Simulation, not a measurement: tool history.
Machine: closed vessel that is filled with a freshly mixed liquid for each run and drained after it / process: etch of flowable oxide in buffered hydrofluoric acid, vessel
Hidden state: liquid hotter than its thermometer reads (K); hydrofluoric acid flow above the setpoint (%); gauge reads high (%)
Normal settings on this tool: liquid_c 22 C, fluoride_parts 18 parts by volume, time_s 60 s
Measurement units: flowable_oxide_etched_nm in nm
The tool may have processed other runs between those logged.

| run | day | liquid_c | fluoride_parts | time_s | wafers since the last listed run | hours since the thermometer was replaced | hours since the hydrofluoric acid flow meter was replaced | hours since the gauge calibration | read-back film thickness of the flowable oxide reference wafer, read on the same gauge (nm) | flowable_oxide_etched_nm |
|---|---|---|---|---|---|---|---|---|---|---|
| 1 | 0 | 22 | 22.5 | 60 | 0 | 1457.7 | 1405.5 | 49.8 | 99.97 | 74.51 |
| 2 | 0.504 | 22 | 22.5 | 60 | 807 | 1469.8 | 1417.6 | 61.9 | 99.98 | 73.59 |
| 3 | 1.079 | 22 | 22.5 | 60 | 920 | 1483.6 | 1431.4 | 75.7 | 100.03 | 74.07 |
| 4 | 1.425 | 22 | 23.5 | 60 | 553 | 1491.9 | 1439.7 | 84 | 99.97 | 71.72 |
| 5 | 1.854 | 22 | 23.5 | 60 | 687 | 1502.2 | 1450 | 94.3 | 99.99 | 72.23 |
| 6 | 2.358 | 22 | 18 | 60 | 807 | 1514.3 | 1462.1 | 106.4 | 100.01 | 89.11 |
| 7 | 2.658 | 22 | 20.5 | 60 | 480 | 1521.5 | 1469.3 | 113.6 | 99.98 | 79.13 |
| 8 | 3.404 | 22 | 20.5 | 60 | 1194 | 1539.4 | 1487.2 | 131.5 | 100.01 | 79.12 |
| 9 | 4 | 22 | 20.5 | 60 | 954 | 1553.7 | 1501.5 | 145.8 | 99.99 | 79.29 |
| 10 | 4.258 | 22 | 18 | 35 | 413 | 1559.9 | 1507.7 | 152 | 100.01 | 51.86 |
|  | 4.492 | thermometer replaced |
| 11 | 4.708 | 23.5 | 11.5 | 40 | 653 | 5.2 | 1518.5 | 162.8 | 99.99 | 100.03 |
| 12 | 5.25 | 24.5 | 14 | 70 | 867 | 18.2 | 1531.5 | 175.8 | 100.02 | 153.78 |
|  | 5.662 | gauge calibrated |
| 13 | 5.662 | 17 | 15 | 45 | 660 | 28.1 | 1541.4 | 0 | 100 | 60.52 |
| 14 | 5.938 | 19.5 | 18 | 60 | 440 | 34.7 | 1548 | 6.6 | 99.98 | 78.41 |
|  | 6.104 | hydrofluoric acid flow meter replaced |
| 15 | 6.617 | 24.5 | 18 | 70 | 1021 | 51 | 12.3 | 22.9 | 100 | 120.09 |
| 16 | 7.15 | 22 | 18 | 60 | 854 | 63.8 | 25.1 | 35.7 | 99.98 | 89.16 |
| 17 | 7.521 | 18.5 | 18 | 60 | 593 | 72.7 | 34 | 44.6 | 100.03 | 73.34 |
| 18 | 7.933 | 17.5 | 12 | 75 | 660 | 82.6 | 43.9 | 54.5 | 99.99 | 128.78 |

Consider 5 possible next runs. They are alternatives, not a sequence: every one starts from the tool as it was left by run 18. What does each give?
| A | 7.962 | 22 | 18 | 60 | 46 | 83.3 | 44.6 | 55.2 | ? | ? |
| B | 7.962 | 27 | 23 | 60 | 46 | 83.3 | 44.6 | 55.2 | ? | ? |
| C | 7.962 | 25.5 | 18 | 60 | 46 | 83.3 | 44.6 | 55.2 | ? | ? |
| D | 7.962 | 22 | 20 | 60 | 46 | 83.3 | 44.6 | 55.2 | ? | ? |
| E | 7.962 | 22 | 18 | 70 | 46 | 83.3 | 44.6 | 55.2 | ? | ? |

| run | read-back film thickness of the flowable oxide reference wafer, read on the same gauge (nm) | flowable_oxide_etched_nm |
|---|---|---|
| A | 100.02 | 88.71 |
| B | 100.02 | 95.43 |
| C | 100.02 | 107.46 |
| D | 100.02 | 79.95 |
| E | 100.02 | 103.49 |
With no hidden state in the tool, these same runs would have given:
| run | flowable_oxide_etched_nm |
|---|---|
| A | 88.71 |
| B | 95.43 |
| C | 107.46 |
| D | 79.95 |
| E | 103.49 |
